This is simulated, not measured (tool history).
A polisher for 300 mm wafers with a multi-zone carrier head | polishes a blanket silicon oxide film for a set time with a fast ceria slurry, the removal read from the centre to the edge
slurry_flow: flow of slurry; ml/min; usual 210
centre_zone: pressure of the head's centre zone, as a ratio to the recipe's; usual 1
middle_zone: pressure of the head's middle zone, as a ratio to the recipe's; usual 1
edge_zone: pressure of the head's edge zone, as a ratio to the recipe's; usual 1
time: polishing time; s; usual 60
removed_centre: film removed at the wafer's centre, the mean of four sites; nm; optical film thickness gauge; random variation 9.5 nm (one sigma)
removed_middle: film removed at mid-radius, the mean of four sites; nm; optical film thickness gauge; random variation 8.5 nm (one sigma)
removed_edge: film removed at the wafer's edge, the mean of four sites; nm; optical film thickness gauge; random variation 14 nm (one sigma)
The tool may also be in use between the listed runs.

run,hour,slurry_flow,centre_zone,middle_zone,edge_zone,time,"incoming thickness of the incoming film, nm",removed_centre,removed_middle,removed_edge
1,0,210,1,1,1,60,3551.2,1079,983.5,978.1
# hour 2.1: slurry nozzle cleaned
2,16.1,210,1,1,1,60,3525.1,1075.2,961.6,955.6
3,22.1,210,1,1,1,60,3543.4,1050.1,975.6,958.4
# hour 34.4: worn pad replaced by a new one
4,34.9,210,1,1,1,60,3487.9,1117.8,1021.6,1045.9
5,43.3,210,1,1,1,60,3487.6,1111.7,1016.4,1023.7
# hour 54.1: carrier head's membrane replaced by a new one
6,59.7,210,1,1,1,60,3525.4,1083.6,998.1,993.6
# hour 66: edge zone pressure recalibrated
# hour 66.3: centre zone pressure recalibrated
7,73.6,235,1,1,1,42,3513.3,710.9,710.9,683.1
8,80.4,210,1,1,1,60,3602.5,983.3,982,988.2
9,93.3,210,1,1,0.91,72,3579.2,1173.8,1178.9,1143.5
10,103.5,210,1,1,0.89,60,3497.9,996.9,975.7,916
11,113.7,210,1,1,1,60,3581.1,984.2,959.2,973.9
12,125,260,1,1,1,44,3522.1,739.5,719.7,720.2
13,137.3,210,1,1,1,60,3550.2,940.8,936.1,942.6
# hour 151.1: worn pad replaced by a new one
14,151.6,210,1,1.04,0.97,60,3564.5,1052.6,1050.6,1020.9
15,181.7,210,1,1,1,73,3559.2,1251.3,1209.8,1205.1
16,188.3,210,1,1,1,42,3586.6,718.4,701.1,707.1
17,195.3,210,0.95,1,1,72,3502.2,1168.5,1186.8,1168.4
18,202.6,210,1.05,1,0.9,81,3493.7,1415.8,1348.6,1274.2

Run 19 comes next. What will it give?
19,215.9,210,1,1,1,60,3459.1,?,?,?

removed_centre: 1015.2 nm
removed_middle: 982.7 nm
removed_edge: 975.6 nm
Without the tool's hidden state the same run would have given removed_centre 1043.3 nm, removed_middle 1038.9 nm, removed_edge 1031.2 nm.
